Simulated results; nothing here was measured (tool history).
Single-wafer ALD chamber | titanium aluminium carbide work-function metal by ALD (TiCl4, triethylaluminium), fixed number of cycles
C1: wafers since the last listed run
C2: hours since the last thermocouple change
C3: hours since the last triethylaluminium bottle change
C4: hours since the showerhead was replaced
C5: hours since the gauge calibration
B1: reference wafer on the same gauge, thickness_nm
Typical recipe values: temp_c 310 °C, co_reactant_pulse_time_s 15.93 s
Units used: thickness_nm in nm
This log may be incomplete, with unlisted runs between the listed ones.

run 1 hour=0 | temp_c=310 co_reactant_pulse_time_s=15.93 | C1=0 C2=2409.9 C3=1872 C4=5547.8 C5=13.7 | B1=2 | thickness_nm=2.315
run 2 hour=6.2 | temp_c=310 co_reactant_pulse_time_s=15.93 | C1=92 C2=2416.1 C3=1878.2 C4=5554 C5=19.9 | B1=2 | thickness_nm=2.325
run 3 hour=15.4 | temp_c=310 co_reactant_pulse_time_s=20.61 | C1=137 C2=2425.3 C3=1887.4 C4=5563.2 C5=29.1 | B1=1.999 | thickness_nm=2.325
run 4 hour=33.1 | temp_c=310 co_reactant_pulse_time_s=20.61 | C1=265 C2=2443 C3=1905.1 C4=5580.9 C5=46.8 | B1=2.001 | thickness_nm=2.326
run 5 hour=45.1 | temp_c=310 co_reactant_pulse_time_s=20.61 | C1=179 C2=2455 C3=1917.1 C4=5592.9 C5=58.8 | B1=2 | thickness_nm=2.333
run 6 hour=61.9 | temp_c=310 co_reactant_pulse_time_s=17.75 | C1=251 C2=2471.8 C3=1933.9 C4=5609.7 C5=75.6 | B1=2 | thickness_nm=2.32
run 7 hour=95.9 | temp_c=310 co_reactant_pulse_time_s=17.75 | C1=509 C2=2505.8 C3=1967.9 C4=5643.7 C5=109.6 | B1=2.002 | thickness_nm=2.331
run 8 hour=112.8 | temp_c=310 co_reactant_pulse_time_s=17.75 | C1=253 C2=2522.7 C3=1984.8 C4=5660.6 C5=126.5 | B1=2.001 | thickness_nm=2.325
run 9 hour=121.7 | temp_c=310 co_reactant_pulse_time_s=15.93 | C1=133 C2=2531.6 C3=1993.7 C4=5669.5 C5=135.4 | B1=1.999 | thickness_nm=2.328
run 10 hour=136.6 | temp_c=310 co_reactant_pulse_time_s=15.93 | C1=223 C2=2546.5 C3=2008.6 C4=5684.4 C5=150.3 | B1=2.001 | thickness_nm=2.321
run 11 hour=142.6 | temp_c=310 co_reactant_pulse_time_s=15.93 | C1=89 C2=2552.5 C3=2014.6 C4=5690.4 C5=156.3 | B1=2 | thickness_nm=2.326
run 12 hour=156.3 | temp_c=310 co_reactant_pulse_time_s=15.93 | C1=205 C2=2566.2 C3=2028.3 C4=5704.1 C5=170 | B1=2 | thickness_nm=2.313
run 13 hour=167.1 | temp_c=310 co_reactant_pulse_time_s=15.93 | C1=161 C2=2577 C3=2039.1 C4=5714.9 C5=180.8 | B1=2 | thickness_nm=2.326
-- hour=178.7 showerhead replaced
run 14 hour=179.2 | temp_c=310 co_reactant_pulse_time_s=15.93 | C1=61 C2=2589.1 C3=2051.2 C4=0.5 C5=192.9 | B1=1.998 | thickness_nm=2.331
run 15 hour=190.5 | temp_c=310 co_reactant_pulse_time_s=15.93 | C1=169 C2=2600.4 C3=2062.5 C4=11.8 C5=204.2 | B1=2 | thickness_nm=2.327
run 16 hour=202.1 | temp_c=318 co_reactant_pulse_time_s=20.23 | C1=173 C2=2612 C3=2074.1 C4=23.4 C5=215.8 | B1=2.002 | thickness_nm=2.422
run 17 hour=214 | temp_c=310 co_reactant_pulse_time_s=15.93 | C1=178 C2=2623.9 C3=2086 C4=35.3 C5=227.7 | B1=1.998 | thickness_nm=2.323
run 18 hour=225 | temp_c=321 co_reactant_pulse_time_s=18.03 | C1=164 C2=2634.9 C3=2097 C4=46.3 C5=238.7 | B1=2.001 | thickness_nm=2.445
-- hour=239.9 triethylaluminium bottle replaced
run 19 hour=240.4 | temp_c=298 co_reactant_pulse_time_s=12.19 | C1=110 C2=2650.3 C3=0.5 C4=61.7 C5=254.1 | B1=2 | thickness_nm=2.179
run 20 hour=254.8 | temp_c=310 co_reactant_pulse_time_s=15.93 | C1=215 C2=2664.7 C3=14.9 C4=76.1 C5=268.5 | B1=2 | thickness_nm=2.319
-- hour=255.4 gauge calibrated
-- hour=274.8 thermocouple changed; heater temperature recalibrated
run 21 hour=275.3 | temp_c=310 co_reactant_pulse_time_s=17.92 | C1=187 C2=0.5 C3=35.4 C4=96.6 C5=19.9 | B1=2.001 | thickness_nm=2.332
run 22 hour=282.6 | temp_c=315 co_reactant_pulse_time_s=17.84 | C1=109 C2=7.8 C3=42.7 C4=103.9 C5=27.2 | B1=1.999 | thickness_nm=2.376
run 23 hour=299.8 | temp_c=306 co_reactant_pulse_time_s=12.83 | C1=257 C2=25 C3=59.9 C4=121.1 C5=44.4 | B1=2 | thickness_nm=2.27
run 24 hour=308.2 | temp_c=302 co_reactant_pulse_time_s=21.57 | C1=125 C2=33.4 C3=68.3 C4=129.5 C5=52.8 | B1=1.999 | thickness_nm=2.243
run 25 hour=323 | temp_c=310 co_reactant_pulse_time_s=15.93 | C1=221 C2=48.2 C3=83.1 C4=144.3 C5=67.6 | B1=1.999 | thickness_nm=2.318
run 26 hour=339.9 | temp_c=314 co_reactant_pulse_time_s=9.91 | C1=253 C2=65.1 C3=100 C4=161.2 C5=84.5 | B1=1.999 | thickness_nm=2.331
run 27 hour=355.1 | temp_c=310 co_reactant_pulse_time_s=21.41 | C1=227 C2=80.3 C3=115.2 C4=176.4 C5=99.7 | B1=1.999 | thickness_nm=2.328
run 28 hour=363.7 | temp_c=297 co_reactant_pulse_time_s=20.79 | C1=128 C2=88.9 C3=123.8 C4=185 C5=108.3 | B1=2.001 | thickness_nm=2.188
run 29 hour=380.2 | temp_c=295 co_reactant_pulse_time_s=18.48 | C1=247 C2=105.4 C3=140.3 C4=201.5 C5=124.8 | B1=1.999 | thickness_nm=2.152
run 30 hour=388.6 | temp_c=315 co_reactant_pulse_time_s=15.93 | C1=125 C2=113.8 C3=148.7 C4=209.9 C5=133.2 | B1=2.001 | thickness_nm=2.37
run 31 hour=395.1 | temp_c=310 co_reactant_pulse_time_s=13.46 | C1=97 C2=120.3 C3=155.2 C4=216.4 C5=139.7 | B1=1.999 | thickness_nm=2.314
run 32 hour=413 | temp_c=324 co_reactant_pulse_time_s=17.73 | C1=268 C2=138.2 C3=173.1 C4=234.3 C5=157.6 | B1=1.998 | thickness_nm=2.478
run 33 hour=421 | temp_c=295 co_reactant_pulse_time_s=15.93 | C1=119 C2=146.2 C3=181.1 C4=242.3 C5=165.6 | B1=2.001 | thickness_nm=2.165
run 34 hour=427.4 | temp_c=310 co_reactant_pulse_time_s=20.61 | C1=95 C2=152.6 C3=187.5 C4=248.7 C5=172 | B1=1.999 | thickness_nm=2.328

Below are 3 alternative next runs, each starting from the tool's condition after run 34. Predict each:
run A hour=427.8 | temp_c=310 co_reactant_pulse_time_s=17.98 | C1=5 C2=153 C3=187.9 C4=249.1 C5=172.4 | B1=? | thickness_nm=?
run B hour=427.8 | temp_c=321 co_reactant_pulse_time_s=10.46 | C1=5 C2=153 C3=187.9 C4=249.1 C5=172.4 | B1=? | thickness_nm=?
run C hour=427.8 | temp_c=310 co_reactant_pulse_time_s=18.07 | C1=5 C2=153 C3=187.9 C4=249.1 C5=172.4 | B1=? | thickness_nm=?

run=A B1=2 thickness_nm=2.314
run=B B1=2 thickness_nm=2.4
run=C B1=2 thickness_nm=2.314
What these runs would have given with no unlogged condition in the tool:
run=A thickness_nm=2.314
run=B thickness_nm=2.4
run=C thickness_nm=2.314
